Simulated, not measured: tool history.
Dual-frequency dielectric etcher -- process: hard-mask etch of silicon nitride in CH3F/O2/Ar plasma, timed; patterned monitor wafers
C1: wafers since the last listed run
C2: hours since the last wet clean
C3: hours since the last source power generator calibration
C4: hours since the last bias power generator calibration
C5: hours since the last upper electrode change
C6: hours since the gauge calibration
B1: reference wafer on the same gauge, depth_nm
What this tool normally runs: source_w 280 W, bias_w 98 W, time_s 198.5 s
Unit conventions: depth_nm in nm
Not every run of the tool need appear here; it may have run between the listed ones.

{"run": 1, "day": 0.0, "source_w": 280, "bias_w": 110, "time_s": 198.5, "C1": 0, "C2": 328, "C3": 54.2, "C4": 4463.6, "C5": 33.6, "C6": 2215.5, "B1": 122.2, "depth_nm": 163.9}
{"run": 2, "day": 1.146, "source_w": 330, "bias_w": 98, "time_s": 198.5, "C1": 230, "C2": 355.5, "C3": 81.7, "C4": 4491.1, "C5": 61.1, "C6": 2243, "B1": 122.1, "depth_nm": 164.3}
{"run": 3, "day": 2.996, "source_w": 280, "bias_w": 98, "time_s": 198.5, "C1": 372, "C2": 399.9, "C3": 126.1, "C4": 4535.5, "C5": 105.5, "C6": 2287.4, "B1": 122, "depth_nm": 154}
{"day": 4.879, "done": "bias power generator calibrated"}
{"run": 4, "day": 4.9, "source_w": 280, "bias_w": 98, "time_s": 198.5, "C1": 350, "C2": 445.6, "C3": 171.8, "C4": 0.5, "C5": 151.2, "C6": 2333.1, "B1": 122.1, "depth_nm": 149.6}
{"run": 5, "day": 6.375, "source_w": 280, "bias_w": 98, "time_s": 198.5, "C1": 297, "C2": 481, "C3": 207.2, "C4": 35.9, "C5": 186.6, "C6": 2368.5, "B1": 121.9, "depth_nm": 150.1}
{"run": 6, "day": 7.829, "source_w": 280, "bias_w": 98, "time_s": 198.5, "C1": 293, "C2": 515.9, "C3": 242.1, "C4": 70.8, "C5": 221.5, "C6": 2403.4, "B1": 122, "depth_nm": 149.3}
{"day": 10.192, "done": "wet clean of the chamber"}
{"run": 7, "day": 10.212, "source_w": 280, "bias_w": 98, "time_s": 198.5, "C1": 278, "C2": 0.5, "C3": 299.3, "C4": 128, "C5": 278.7, "C6": 2460.6, "B1": 122.1, "depth_nm": 149.8}
{"run": 8, "day": 11.412, "source_w": 250, "bias_w": 107, "time_s": 198.5, "C1": 241, "C2": 29.3, "C3": 328.1, "C4": 156.8, "C5": 307.5, "C6": 2489.4, "B1": 122, "depth_nm": 150.4}
{"run": 9, "day": 13.062, "source_w": 260, "bias_w": 107, "time_s": 198.5, "C1": 332, "C2": 68.9, "C3": 367.7, "C4": 196.4, "C5": 347.1, "C6": 2529, "B1": 121.9, "depth_nm": 152.1}
{"day": 14.362, "done": "gauge calibrated"}
{"run": 10, "day": 14.767, "source_w": 240, "bias_w": 78, "time_s": 257.5, "C1": 343, "C2": 109.8, "C3": 408.6, "C4": 237.3, "C5": 388, "C6": 9.7, "B1": 122, "depth_nm": 162.5}
{"run": 11, "day": 17.125, "source_w": 340, "bias_w": 98, "time_s": 198.5, "C1": 475, "C2": 166.4, "C3": 465.2, "C4": 293.9, "C5": 444.6, "C6": 66.3, "B1": 122, "depth_nm": 162.1}
{"run": 12, "day": 19.65, "source_w": 280, "bias_w": 98, "time_s": 198.5, "C1": 508, "C2": 227, "C3": 525.8, "C4": 354.5, "C5": 505.2, "C6": 126.9, "B1": 122.1, "depth_nm": 150.2}
{"run": 13, "day": 22.646, "source_w": 310, "bias_w": 112, "time_s": 198.5, "C1": 603, "C2": 298.9, "C3": 597.7, "C4": 426.4, "C5": 577.1, "C6": 198.8, "B1": 122, "depth_nm": 167.3}
{"run": 14, "day": 23.817, "source_w": 280, "bias_w": 98, "time_s": 227, "C1": 235, "C2": 327, "C3": 625.8, "C4": 454.5, "C5": 605.2, "C6": 226.9, "B1": 122, "depth_nm": 170.9}
{"run": 15, "day": 25.817, "source_w": 280, "bias_w": 108, "time_s": 142.5, "C1": 403, "C2": 375, "C3": 673.8, "C4": 502.5, "C5": 653.2, "C6": 274.9, "B1": 122.1, "depth_nm": 113.3}
{"run": 16, "day": 27.492, "source_w": 280, "bias_w": 98, "time_s": 198.5, "C1": 337, "C2": 415.2, "C3": 714, "C4": 542.7, "C5": 693.4, "C6": 315.1, "B1": 122, "depth_nm": 149.6}
{"run": 17, "day": 30.312, "source_w": 280, "bias_w": 119, "time_s": 249.5, "C1": 568, "C2": 482.9, "C3": 781.7, "C4": 610.4, "C5": 761.1, "C6": 382.8, "B1": 122, "depth_nm": 208.6}
{"run": 18, "day": 32.162, "source_w": 260, "bias_w": 98, "time_s": 198.5, "C1": 372, "C2": 527.3, "C3": 826.1, "C4": 654.8, "C5": 805.5, "C6": 427.2, "B1": 122.2, "depth_nm": 145.6}
{"run": 19, "day": 33.912, "source_w": 280, "bias_w": 98, "time_s": 198.5, "C1": 352, "C2": 569.3, "C3": 868.1, "C4": 696.8, "C5": 847.5, "C6": 469.2, "B1": 122.1, "depth_nm": 150.1}
{"day": 35.704, "done": "wet clean of the chamber"}
{"run": 20, "day": 35.725, "source_w": 300, "bias_w": 113, "time_s": 198.5, "C1": 163, "C2": 0.5, "C3": 911.6, "C4": 740.3, "C5": 891, "C6": 512.7, "B1": 122.1, "depth_nm": 166.4}
{"run": 21, "day": 37.404, "source_w": 310, "bias_w": 83, "time_s": 221.5, "C1": 338, "C2": 40.8, "C3": 951.9, "C4": 780.6, "C5": 931.3, "C6": 553, "B1": 121.9, "depth_nm": 160}
{"run": 22, "day": 39.183, "source_w": 280, "bias_w": 87, "time_s": 198.5, "C1": 358, "C2": 83.5, "C3": 994.6, "C4": 823.3, "C5": 974, "C6": 595.7, "B1": 122, "depth_nm": 141.5}
{"run": 23, "day": 41.029, "source_w": 310, "bias_w": 110, "time_s": 198.5, "C1": 372, "C2": 127.8, "C3": 1038.9, "C4": 867.6, "C5": 1018.3, "C6": 640, "B1": 122, "depth_nm": 166.4}
{"run": 24, "day": 43.604, "source_w": 280, "bias_w": 86, "time_s": 161.5, "C1": 518, "C2": 189.6, "C3": 1100.7, "C4": 929.4, "C5": 1080.1, "C6": 701.8, "B1": 122, "depth_nm": 114.4}
{"run": 25, "day": 45.058, "source_w": 280, "bias_w": 98, "time_s": 179.5, "C1": 293, "C2": 224.5, "C3": 1135.6, "C4": 964.3, "C5": 1115, "C6": 736.7, "B1": 122, "depth_nm": 135.4}
{"run": 26, "day": 46.325, "source_w": 310, "bias_w": 118, "time_s": 246, "C1": 255, "C2": 254.9, "C3": 1166, "C4": 994.7, "C5": 1145.4, "C6": 767.1, "B1": 121.9, "depth_nm": 213.4}
{"run": 27, "day": 47.504, "source_w": 280, "bias_w": 98, "time_s": 198.5, "C1": 237, "C2": 283.2, "C3": 1194.3, "C4": 1023, "C5": 1173.7, "C6": 795.4, "B1": 122.1, "depth_nm": 149.4}
{"run": 28, "day": 48.95, "source_w": 280, "bias_w": 91, "time_s": 198.5, "C1": 291, "C2": 317.9, "C3": 1229, "C4": 1057.7, "C5": 1208.4, "C6": 830.1, "B1": 122, "depth_nm": 144.7}
{"run": 29, "day": 51.7, "source_w": 350, "bias_w": 108, "time_s": 214.5, "C1": 554, "C2": 383.9, "C3": 1295, "C4": 1123.7, "C5": 1274.4, "C6": 896.1, "B1": 121.8, "depth_nm": 187.6}
{"run": 30, "day": 54.45, "source_w": 250, "bias_w": 113, "time_s": 228.5, "C1": 554, "C2": 449.9, "C3": 1361, "C4": 1189.7, "C5": 1340.4, "C6": 962.1, "B1": 122, "depth_nm": 177.8}

Hidden state at the last listed run before each entry between runs and at the first one after, where it differs:
Run 3 -> run 4: bias power generator calibrated (day 4.879)
  bias power that arrives over what is set, %: 5.82 -> 0.707
  measured value less the no-hidden-state value, depth_nm: +4.5 -> +0.6 nm
Run 6 -> run 7: wet clean of the chamber (day 10.192)
  bias power that arrives over what is set, %: 0.708 -> 0.711
  measured value less the no-hidden-state value, depth_nm: +0.5 -> +0.6 nm
Run 9 -> run 10: gauge calibrated (day 14.362)
  bias power that arrives over what is set, %: 0.717 -> 0.722
  measured value less the no-hidden-state value, depth_nm: +0.6 -> +0.6 nm
Run 19 -> run 20: wet clean of the chamber (day 35.704)
  bias power that arrives over what is set, %: 0.839 -> 0.856
  measured value less the no-hidden-state value, depth_nm: +0.7 -> +0.8 nm

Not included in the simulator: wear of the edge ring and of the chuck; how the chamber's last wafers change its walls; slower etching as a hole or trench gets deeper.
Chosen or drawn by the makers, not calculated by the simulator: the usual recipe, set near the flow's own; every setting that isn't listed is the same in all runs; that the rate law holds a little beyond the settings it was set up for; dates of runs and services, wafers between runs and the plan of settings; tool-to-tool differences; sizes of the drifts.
